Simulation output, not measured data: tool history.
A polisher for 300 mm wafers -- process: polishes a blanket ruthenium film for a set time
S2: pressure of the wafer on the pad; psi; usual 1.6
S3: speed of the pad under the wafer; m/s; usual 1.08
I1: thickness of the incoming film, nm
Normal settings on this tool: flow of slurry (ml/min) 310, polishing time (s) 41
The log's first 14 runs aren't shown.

Run 15, hour 186.5: usual settings but S3 1.32 m/s, polishing time (s) 52; I1 381.9. Result: film removed (Å) 557.
Run 16, hour 198.9: usual settings but S3 1.32 m/s, polishing time (s) 52; I1 392.1. Result: film removed (Å) 547.
Run 17, hour 205.2: usual settings; I1 395.6. Result: film removed (Å) 352.
At hour 212.9: head pressure recalibrated.
Run 18, hour 219.7: usual settings but flow of slurry (ml/min) 240, S2 1.4 psi; I1 397.8. Result: film removed (Å) 293.
Run 19, hour 226.9: usual settings but flow of slurry (ml/min) 275, polishing time (s) 54; I1 388.9. Result: film removed (Å) 446.
Run 20, hour 239.8: usual settings but flow of slurry (ml/min) 360, S2 1.2 psi, S3 1.38 m/s; I1 386.4. Result: film removed (Å) 321.
Run 21, hour 251.7: usual settings; I1 388.5. Result: film removed (Å) 327.
Run 22, hour 265.8: usual settings; I1 388.4. Result: film removed (Å) 318.
Run 23, hour 276.6: usual settings; I1 394.6. Result: film removed (Å) 310.
At hour 281.3: worn pad replaced by a new one.
Run 24, hour 289.3: usual settings but S2 1 psi, S3 0.8 m/s, polishing time (s) 45; I1 392.7. Result: film removed (Å) 187.
Run 25, hour 297.4: usual settings but polishing time (s) 34; I1 387.8. Result: film removed (Å) 297.
Run 26, hour 313.2: usual settings but flow of slurry (ml/min) 250; I1 394. Result: film removed (Å) 357.
Run 27, hour 323.6: usual settings; I1 390.5. Result: film removed (Å) 355.
Run 28, hour 330.3: usual settings but S2 1.8 psi; I1 397.3. Result: film removed (Å) 413.
Run 29, hour 340.2: usual settings; I1 383.7. Result: film removed (Å) 351.
At hour 341.8: slurry nozzle cleaned.
Run 30, hour 347.8: usual settings but polishing time (s) 33; I1 393. Result: film removed (Å) 286.
Run 31, hour 364.6: usual settings but S2 2 psi; I1 389.3. Result: film removed (Å) 438.
Run 32, hour 382.3: usual settings but flow of slurry (ml/min) 255, S3 0.72 m/s; I1 388.4. Result: film removed (Å) 220.
At hour 399.9: worn pad replaced by a new one.
Run 33, hour 400.4: usual settings; I1 389.3. Result: film removed (Å) 362.
Run 34, hour 404.7: usual settings; I1 388.9. Result: film removed (Å) 365.
Run 35, hour 417.4: usual settings but S3 1.32 m/s, polishing time (s) 52; I1 387.1. Result: film removed (Å) 554.
Run 36, hour 432.7: usual settings but flow of slurry (ml/min) 270, S3 1.18 m/s; I1 392.6. Result: film removed (Å) 391.
Run 37, hour 440.2: usual settings; I1 388.3. Result: film removed (Å) 363.
Run 38, hour 452.9: usual settings but flow of slurry (ml/min) 230, polishing time (s) 55; I1 392.1. Result: film removed (Å) 470.

3 ways to go on from here, each from the tool as it stands after run 38. What would each give?
Run A, hour 453.3: usual settings; I1 396.2. Result: film removed (Å) ?.
Run B, hour 453.3: usual settings but S2 2.2 psi; I1 396.2. Result: film removed (Å) ?.
Run C, hour 453.3: usual settings but flow of slurry (ml/min) 210, S3 1.28 m/s; I1 396.2. Result: film removed (Å) ?.

run  film removed (Å)
  A               350
  B               481
  C               406
Had the tool no hidden state, the same runs would have come out as:
run  film removed (Å)
  A               361
  B               496
  C               418
